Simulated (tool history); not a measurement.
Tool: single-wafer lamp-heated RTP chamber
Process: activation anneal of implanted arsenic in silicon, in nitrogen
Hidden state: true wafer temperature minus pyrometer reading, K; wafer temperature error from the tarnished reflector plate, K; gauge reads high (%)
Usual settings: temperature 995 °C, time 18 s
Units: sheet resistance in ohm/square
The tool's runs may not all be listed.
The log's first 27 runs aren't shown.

run	hour	temperature	time	wafers since the last listed run	wafers since the last pyrometer calibration	wafers since the reflector plate was cleaned	hours since the gauge calibration	read-back reference wafer on the same gauge, sheet resistance	sheet resistance
# hour 394.2: pyrometer window cleaned and pyrometer calibrated
28	394.7	986	27	129	6	1839	122.2	325.62	317.53
29	401.7	986	27	88	95	1928	129.2	325.74	316.11
30	419.4	1018	9	223	319	2152	146.9	325.4	317.71
31	433.2	995	18	174	493	2326	160.7	325.62	316.57
32	448.4	995	18	192	686	2518	175.9	325.35	318.14
33	456.2	1009	12	98	784	2617	183.7	325.15	319.06
34	471.4	1010	18	192	976	2809	198.9	325.5	316.37
35	487.2	1017	13	199	1176	3009	214.7	325.09	317.29
36	503.5	976	9	206	1382	3215	231	325.06	320.74
37	513.6	976	25	127	1510	3343	241.1	325.09	317.17
38	529.7	995	18	203	1714	3547	257.2	324.88	317.34

Forecast each of these 3 alternatives for the next run:
A	530.1	995	27	5	1719	3552	257.6	?	?
B	530.1	1014	29	5	1719	3552	257.6	?	?
C	530.1	974	23	5	1719	3552	257.6	?	?

run	read-back reference wafer on the same gauge, sheet resistance	sheet resistance
A	324.87	314.65
B	324.87	312.18
C	324.87	317.19
Without the tool's hidden state the same runs would have given:
run	sheet resistance
A	315.65
B	313.18
C	318.2

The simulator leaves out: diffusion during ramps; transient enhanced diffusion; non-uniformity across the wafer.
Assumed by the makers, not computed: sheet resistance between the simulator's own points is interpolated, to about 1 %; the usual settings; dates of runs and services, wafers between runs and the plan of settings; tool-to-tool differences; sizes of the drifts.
